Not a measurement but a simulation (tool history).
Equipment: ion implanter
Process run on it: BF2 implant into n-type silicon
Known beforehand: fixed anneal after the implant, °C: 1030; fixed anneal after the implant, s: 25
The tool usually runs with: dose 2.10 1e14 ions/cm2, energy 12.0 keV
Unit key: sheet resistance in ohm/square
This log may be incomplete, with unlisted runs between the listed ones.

| run | hour | dose | energy | read-back reference wafer on the same gauge, sheet resistance | sheet resistance |
|---|---|---|---|---|---|
| 1 | 0.0 | 2.10 | 12.0 | 520.14 | 528.08 |
| 2 | 36.9 | 2.10 | 12.0 | 520.01 | 529.12 |
| 3 | 121.9 | 2.10 | 12.0 | 519.86 | 530.26 |
| 4 | 175.2 | 2.10 | 12.0 | 520.86 | 532.69 |
| 5 | 263.1 | 2.10 | 12.0 | 520.10 | 532.74 |
| 6 | 325.3 | 2.10 | 12.0 | 520.45 | 529.27 |
| 7 | 368.7 | 2.10 | 9.5 | 520.09 | 547.96 |
| 8 | 431.5 | 2.36 | 15.5 | 519.63 | 471.84 |
| 9 | 499.4 | 2.36 | 15.5 | 520.82 | 471.06 |
| 10 | 605.7 | 2.52 | 12.0 | 519.70 | 456.85 |
| 11 | 684.1 | 2.52 | 12.0 | 519.48 | 460.65 |
| 12 | 788.3 | 2.10 | 12.0 | 519.94 | 539.97 |
| 13 | 871.1 | 2.10 | 14.5 | 519.94 | 528.06 |
|  | 922.5 | Faraday cup replaced and dose calibrated |
|  | 934.8 | gauge calibrated |
| 14 | 952.5 | 2.10 | 14.5 | 519.40 | 519.26 |
| 15 | 1024.1 | 1.77 | 12.0 | 520.49 | 613.90 |
| 16 | 1088.3 | 1.77 | 12.0 | 519.88 | 616.30 |
| 17 | 1186.3 | 1.77 | 12.0 | 519.82 | 616.29 |
| 18 | 1237.0 | 2.28 | 10.0 | 519.54 | 505.59 |
| 19 | 1333.7 | 2.10 | 12.0 | 520.76 | 531.39 |
| 20 | 1426.6 | 1.58 | 12.0 | 519.85 | 684.14 |
| 21 | 1469.2 | 1.77 | 12.0 | 519.44 | 621.17 |
|  | 1509.3 | extraction supply calibrated |
| 22 | 1558.7 | 1.73 | 13.5 | 519.78 | 624.89 |
| 23 | 1662.8 | 2.52 | 10.5 | 520.63 | 464.59 |
| 24 | 1747.6 | 2.29 | 14.5 | 519.79 | 487.14 |
| 25 | 1848.3 | 2.10 | 12.0 | 519.90 | 538.87 |
| 26 | 1924.1 | 2.10 | 12.0 | 519.99 | 541.62 |
| 27 | 1976.2 | 1.51 | 15.0 | 520.25 | 702.78 |
| 28 | 2014.5 | 2.10 | 12.0 | 520.94 | 542.44 |
| 29 | 2056.8 | 2.61 | 9.5 | 519.68 | 464.19 |
| 30 | 2157.2 | 2.10 | 10.5 | 519.54 | 553.41 |
|  | 2217.7 | Faraday cup replaced and dose calibrated |
| 31 | 2242.0 | 1.65 | 13.5 | 520.63 | 644.69 |
| 32 | 2307.9 | 2.10 | 12.0 | 520.22 | 527.38 |
| 33 | 2365.0 | 2.10 | 12.0 | 520.64 | 528.21 |
| 34 | 2565.0 | 2.10 | 14.5 | 520.10 | 517.88 |
| 35 | 2651.4 | 2.58 | 13.5 | 519.64 | 440.38 |
| 36 | 2711.3 | 1.50 | 13.5 | 519.94 | 704.12 |

Each row is a separate what-if for the run after 36, all from the same tool condition, not one after another. Results?
| A | 2711.7 | 1.92 | 12.0 | ? | ? |
| B | 2711.7 | 1.54 | 10.5 | ? | ? |
| C | 2711.7 | 2.53 | 9.5 | ? | ? |
| D | 2711.7 | 1.91 | 11.0 | ? | ? |
| E | 2711.7 | 1.73 | 12.0 | ? | ? |

| run | read-back reference wafer on the same gauge, sheet resistance | sheet resistance |
|---|---|---|
| A | 519.72 | 573.49 |
| B | 519.72 | 706.02 |
| C | 519.72 | 465.36 |
| D | 519.72 | 581.25 |
| E | 519.72 | 628.24 |
Without the tool's unlogged condition, the same runs would have read:
| run | sheet resistance |
|---|---|
| A | 572.92 |
| B | 705.31 |
| C | 464.93 |
| D | 580.67 |
| E | 627.62 |
